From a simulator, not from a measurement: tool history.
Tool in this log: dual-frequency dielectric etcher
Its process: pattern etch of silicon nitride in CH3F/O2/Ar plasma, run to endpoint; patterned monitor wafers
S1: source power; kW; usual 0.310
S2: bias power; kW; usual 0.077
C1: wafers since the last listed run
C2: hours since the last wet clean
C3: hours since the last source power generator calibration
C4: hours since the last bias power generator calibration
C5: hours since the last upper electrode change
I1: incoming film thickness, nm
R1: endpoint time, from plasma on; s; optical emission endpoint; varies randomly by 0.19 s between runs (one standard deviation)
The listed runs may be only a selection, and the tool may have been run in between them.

| run | hour | S1 | S2 | C1 | C2 | C3 | C4 | C5 | I1 | R1 |
|---|---|---|---|---|---|---|---|---|---|---|
| 1 | 0.0 | 0.310 | 0.077 | 0 | 472.3 | 1378.6 | 2387.4 | 2547.4 | 28.25 | 47.1 |
| 2 | 54.2 | 0.310 | 0.077 | 626 | 526.5 | 1432.8 | 2441.6 | 2601.6 | 28.27 | 47.3 |
|  | 149.3 | wet clean of the chamber |
| 3 | 253.7 | 0.310 | 0.077 | 2029 | 104.4 | 1632.3 | 2641.1 | 2801.1 | 28.04 | 47.2 |
| 4 | 347.7 | 0.310 | 0.077 | 1086 | 198.4 | 1726.3 | 2735.1 | 2895.1 | 28.22 | 47.1 |
| 5 | 417.4 | 0.310 | 0.077 | 805 | 268.1 | 1796.0 | 2804.8 | 2964.8 | 28.12 | 46.9 |
|  | 574.9 | upper electrode replaced |
|  | 579.9 | source power generator calibrated |
|  | 618.6 | bias power generator calibrated |
|  | 724.8 | wet clean of the chamber |
| 6 | 725.3 | 0.310 | 0.077 | 2912 | 0.5 | 145.4 | 106.7 | 150.4 | 28.67 | 47.6 |
| 7 | 763.0 | 0.310 | 0.077 | 435 | 38.2 | 183.1 | 144.4 | 188.1 | 28.25 | 47.1 |
| 8 | 859.0 | 0.310 | 0.077 | 1110 | 134.2 | 279.1 | 240.4 | 284.1 | 28.26 | 47.1 |
| 9 | 964.0 | 0.270 | 0.077 | 1214 | 239.2 | 384.1 | 345.4 | 389.1 | 28.44 | 50.1 |
| 10 | 1026.9 | 0.360 | 0.063 | 727 | 302.1 | 447.0 | 408.3 | 452.0 | 28.17 | 47.0 |

For run 11, what comes out?
| 11 | 1111.9 | 0.310 | 0.077 | 982 | 387.1 | 532.0 | 493.3 | 537.0 | 28.14 | ? |

R1: 47.3 s
Had the tool carried no hidden state, the very same run would have given R1 47.3 s.
